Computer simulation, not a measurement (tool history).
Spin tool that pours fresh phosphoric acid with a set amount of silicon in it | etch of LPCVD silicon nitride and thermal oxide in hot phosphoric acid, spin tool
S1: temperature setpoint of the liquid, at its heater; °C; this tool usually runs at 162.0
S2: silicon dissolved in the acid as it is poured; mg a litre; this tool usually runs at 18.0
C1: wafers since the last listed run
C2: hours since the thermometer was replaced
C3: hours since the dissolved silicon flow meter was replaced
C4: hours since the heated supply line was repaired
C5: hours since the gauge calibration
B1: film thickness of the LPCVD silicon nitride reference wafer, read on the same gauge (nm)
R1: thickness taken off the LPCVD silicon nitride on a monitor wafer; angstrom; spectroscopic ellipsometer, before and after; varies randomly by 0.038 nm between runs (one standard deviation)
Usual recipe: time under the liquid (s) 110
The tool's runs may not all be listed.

run 1 hour=0.0 | S1=162.0 S2=18.0 time_under_the_liquid_(s)=110 | C1=0 C2=2249.2 C3=1721.2 C4=1949.5 C5=126.5 | B1=70.01 | R1=92.5
run 2 hour=31.5 | S1=162.0 S2=18.0 time_under_the_liquid_(s)=110 | C1=277 C2=2280.7 C3=1752.7 C4=1981.0 C5=158.0 | B1=70.00 | R1=92.2
run 3 hour=61.3 | S1=162.0 S2=18.0 time_under_the_liquid_(s)=110 | C1=262 C2=2310.5 C3=1782.5 C4=2010.8 C5=187.8 | B1=70.01 | R1=92.3
run 4 hour=76.8 | S1=162.0 S2=18.0 time_under_the_liquid_(s)=110 | C1=136 C2=2326.0 C3=1798.0 C4=2026.3 C5=203.3 | B1=70.01 | R1=91.4
run 5 hour=99.5 | S1=162.0 S2=18.0 time_under_the_liquid_(s)=110 | C1=200 C2=2348.7 C3=1820.7 C4=2049.0 C5=226.0 | B1=69.97 | R1=92.5
run 6 hour=122.7 | S1=162.0 S2=18.0 time_under_the_liquid_(s)=110 | C1=204 C2=2371.9 C3=1843.9 C4=2072.2 C5=249.2 | B1=69.97 | R1=91.6
-- hour=133.7 gauge calibrated
-- hour=147.9 dissolved silicon flow meter replaced
run 7 hour=152.1 | S1=162.0 S2=18.0 time_under_the_liquid_(s)=110 | C1=250 C2=2401.3 C3=4.2 C4=2101.6 C5=18.4 | B1=69.99 | R1=92.2
-- hour=164.5 thermometer replaced
run 8 hour=171.6 | S1=162.0 S2=18.0 time_under_the_liquid_(s)=110 | C1=163 C2=7.1 C3=23.7 C4=2121.1 C5=37.9 | B1=70.00 | R1=98.2
run 9 hour=198.8 | S1=161.0 S2=12.5 time_under_the_liquid_(s)=110 | C1=239 C2=34.3 C3=50.9 C4=2148.3 C5=65.1 | B1=69.99 | R1=95.7
run 10 hour=210.9 | S1=161.0 S2=6.5 time_under_the_liquid_(s)=55 | C1=106 C2=46.4 C3=63.0 C4=2160.4 C5=77.2 | B1=70.00 | R1=47.7
run 11 hour=233.1 | S1=163.0 S2=23.0 time_under_the_liquid_(s)=155 | C1=195 C2=68.6 C3=85.2 C4=2182.6 C5=99.4 | B1=69.99 | R1=143.7
run 12 hour=268.3 | S1=162.0 S2=18.0 time_under_the_liquid_(s)=45 | C1=310 C2=103.8 C3=120.4 C4=2217.8 C5=134.6 | B1=70.00 | R1=40.4
run 13 hour=287.1 | S1=162.0 S2=18.0 time_under_the_liquid_(s)=170 | C1=165 C2=122.6 C3=139.2 C4=2236.6 C5=153.4 | B1=70.00 | R1=151.7
-- hour=321.6 heated supply line repaired
-- hour=349.6 gauge calibrated
run 14 hour=378.4 | S1=162.0 S2=18.0 time_under_the_liquid_(s)=110 | C1=795 C2=213.9 C3=230.5 C4=56.8 C5=28.8 | B1=69.99 | R1=98.0
run 15 hour=395.4 | S1=163.5 S2=27.0 time_under_the_liquid_(s)=60 | C1=149 C2=230.9 C3=247.5 C4=73.8 C5=45.8 | B1=70.00 | R1=56.3
run 16 hour=425.4 | S1=162.0 S2=18.0 time_under_the_liquid_(s)=110 | C1=264 C2=260.9 C3=277.5 C4=103.8 C5=75.8 | B1=70.00 | R1=98.7

What the log doesn't show, run by run:
dissolved silicon flow below the setpoint (%): 0 on each run
temperature lost on the way to the wafer (K): 0 on each run
gauge reads high (%): 0 on each run
H1: liquid colder than its thermometer reads (K)
run=1 H1=2.2
run=2 H1=2.23
run=3 H1=2.26
run=4 H1=2.27
run=5 H1=2.29
run=6 H1=2.32
run=7 H1=2.34
run=8 H1=0.256
run=9 H1=0.281
run=10 H1=0.292
run=11 H1=0.312
run=12 H1=0.345
run=13 H1=0.362
run=14 H1=0.446
run=15 H1=0.462
run=16 H1=0.489
